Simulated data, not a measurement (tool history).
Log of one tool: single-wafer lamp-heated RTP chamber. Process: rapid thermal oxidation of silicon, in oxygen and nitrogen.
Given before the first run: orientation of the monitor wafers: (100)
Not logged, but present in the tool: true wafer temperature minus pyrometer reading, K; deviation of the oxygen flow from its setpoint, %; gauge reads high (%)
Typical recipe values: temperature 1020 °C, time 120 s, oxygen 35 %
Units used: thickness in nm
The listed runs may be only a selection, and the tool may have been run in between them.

run    hour  temperature  time  oxygen  wafers since the last listed run  wafers since the last pyrometer calibration  hours since the oxygen flow controller was replaced  hours since the gauge calibration  read-back reference wafer on the same gauge, thickness  thickness
  1       0         1020   120      35                                 0                                         1936                                               1774.3                               97.4                                                   7.035      5.853
  2    26.8         1020   120      35                               196                                         2133                                               1801.1                              124.2                                                   7.027      5.864
  3    70.3         1020   120      35                               319                                         2452                                               1844.6                              167.7                                                   7.028      5.892
  4   104.6         1020   168      35                               251                                         2704                                               1878.9                                202                                                   7.025      6.834
  5     140         1020   120      35                               259                                         2964                                               1914.3                              237.4                                                   7.025      5.892
  6   185.2         1020   120      35                               331                                         3296                                               1959.5                              282.6                                                   7.026      5.891
  7   242.1         1020   120      35                               417                                         3714                                               2016.4                              339.5                                                   7.034      5.871
  8   269.7         1020   120      35                               202                                         3916                                                 2044                              367.1                                                   7.025      5.907
  9   326.7         1020   120      35                               418                                         4335                                                 2101                              424.1                                                   7.026      5.877
      346.1  -- pyrometer window cleaned and pyrometer calibrated
 10   353.5         1020   120      35                               138                                           54                                               2127.8                              450.9                                                   7.028      5.821
 11   397.5         1020   165      35                               323                                          377                                               2171.8                              494.9                                                   7.036      6.728
 12     423         1020   165      35                               187                                          564                                               2197.3                              520.4                                                   7.029      6.767
 13   570.3         1020   120      35                              1081                                         1645                                               2344.6                              667.7                                                   7.027      5.856
 14     634         1020   160      63                               467                                         2113                                               2408.3                              731.4                                                   7.029      8.313
 15   694.9         1007    81      17                               447                                         2560                                               2469.2                              792.3                                                   7.026      3.589
      747.7  -- oxygen flow controller replaced
 16   762.7         1020   120      17                               439                                         2999                                                   15                              860.1                                                   7.029      4.684
 17   795.4         1020    77      35                               240                                         3239                                                 47.7                              892.8                                                   7.035      4.924
      807.4  -- gauge calibrated
 18   823.5         1020   120      35                               206                                         3446                                                 75.8                               16.1                                                   7.025       6.01
 19   879.4         1020   102      59                               410                                         3856                                                131.7                                 72                                                   7.029       6.69
      912.5  -- pyrometer window cleaned and pyrometer calibrated
 20   932.4         1007    98      22                               330                                          146                                                184.7                                125                                                   7.023      4.265
 21   960.6         1020   120      55                               207                                          353                                                212.9                              153.2                                                   7.033      6.958
 22  1083.2         1020   172      60                               900                                         1253                                                335.5                              275.8                                                   7.029      8.509
 23  1131.7         1020   120      35                               356                                         1609                                                  384                              324.3                                                   7.027      5.919
 24  1167.7          993   120      22                               264                                         1873                                                  420                              360.3                                                   7.028      4.208
 25  1198.2         1043   120      62                               223                                         2097                                                450.5                              390.8                                                   7.024      8.575

Take each entry between the runs: how does the hidden state at the last listed run before it differ from the hidden state at the first listed run after it?
Between runs 9 and 10: pyrometer window cleaned and pyrometer calibrated (hour 346.1)
  true wafer temperature minus pyrometer reading, K: 1.39 -> 0.0638; deviation of the oxygen flow from its setpoint, %: -8.71 -> -8.73
  what was measured, less what the result would be without the hidden state, thickness: -0.066 -> -0.121 nm
Between runs 15 and 16: oxygen flow controller replaced (hour 747.7)
  true wafer temperature minus pyrometer reading, K: 0.818 -> 0.967; deviation of the oxygen flow from its setpoint, %: -8.94 -> -0.342
  what was measured, less what the result would be without the hidden state, thickness: -0.063 -> +0.026 nm
Between runs 17 and 18: gauge calibrated (hour 807.4)
  true wafer temperature minus pyrometer reading, K: 1.04 -> 1.1; deviation of the oxygen flow from its setpoint, %: -0.666 -> -0.934
  what was measured, less what the result would be without the hidden state, thickness: +0.027 -> +0.034 nm
Between runs 19 and 20: pyrometer window cleaned and pyrometer calibrated (hour 912.5)
  true wafer temperature minus pyrometer reading, K: 1.22 -> 0.0502; deviation of the oxygen flow from its setpoint, %: -1.44 -> -1.89
  what was measured, less what the result would be without the hidden state, thickness: +0.044 -> -0.019 nm

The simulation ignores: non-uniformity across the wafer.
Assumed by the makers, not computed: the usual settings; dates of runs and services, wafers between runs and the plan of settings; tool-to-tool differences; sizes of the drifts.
